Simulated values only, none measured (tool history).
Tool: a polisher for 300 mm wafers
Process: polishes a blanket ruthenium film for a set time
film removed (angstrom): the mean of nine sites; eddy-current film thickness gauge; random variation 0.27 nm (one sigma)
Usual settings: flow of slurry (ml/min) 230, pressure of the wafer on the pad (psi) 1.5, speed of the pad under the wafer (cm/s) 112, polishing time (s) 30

run   hour  flow of slurry (ml/min)  pressure of the wafer on the pad (psi)  speed of the pad under the wafer (cm/s)  polishing time (s)  wafers since the last listed run  wafers polished on this pad  hours since the slurry nozzle was cleaned  hours since the head pressure was calibrated  incoming thickness of the incoming film, nm  film removed (angstrom)
  1    0.0                      230                                     1.8                                      112                  30                                 0                         1119                                       17.4                                         725.9                                        337.8                      373
  2   39.8                      280                                     1.5                                      138                  30                               385                         1504                                       57.2                                         765.7                                        343.5                      377
     102.9  -- worn pad replaced by a new one
  3  103.4                      230                                     1.5                                      112                  37                               577                            5                                      120.8                                         829.3                                        340.9                      381
  4  139.7                      230                                     1.5                                      112                  37                               351                          356                                      157.1                                         865.6                                        341.7                      387
  5  199.5                      265                                     1.5                                      112                  30                               578                          935                                      216.9                                         925.4                                        338.4                      313
  6  242.2                      265                                     1.5                                      112                  30                               413                         1348                                      259.6                                         968.1                                        342.1                      310
  7  287.3                      265                                     1.5                                      112                  30                               436                         1785                                      304.7                                        1013.2                                        334.5                      310
     325.2  -- worn pad replaced by a new one
  8  339.2                      230                                     1.5                                      112                  30                               463                          135                                      356.6                                        1065.1                                        341.0                      311
  9  382.3                      230                                     1.5                                      112                  30                               417                          552                                      399.7                                        1108.2                                        339.7                      306

Run 10 comes next. What will it give?
     434.8  -- head pressure recalibrated
 10  450.1                      230                                     1.5                                       72                  25                               637                         1189                                      467.5                                          15.3                                        341.6                        ?

{"run 10": {"film removed (angstrom)": 175}}
Without the tool's hidden state the same run would have given film removed (angstrom) 179.
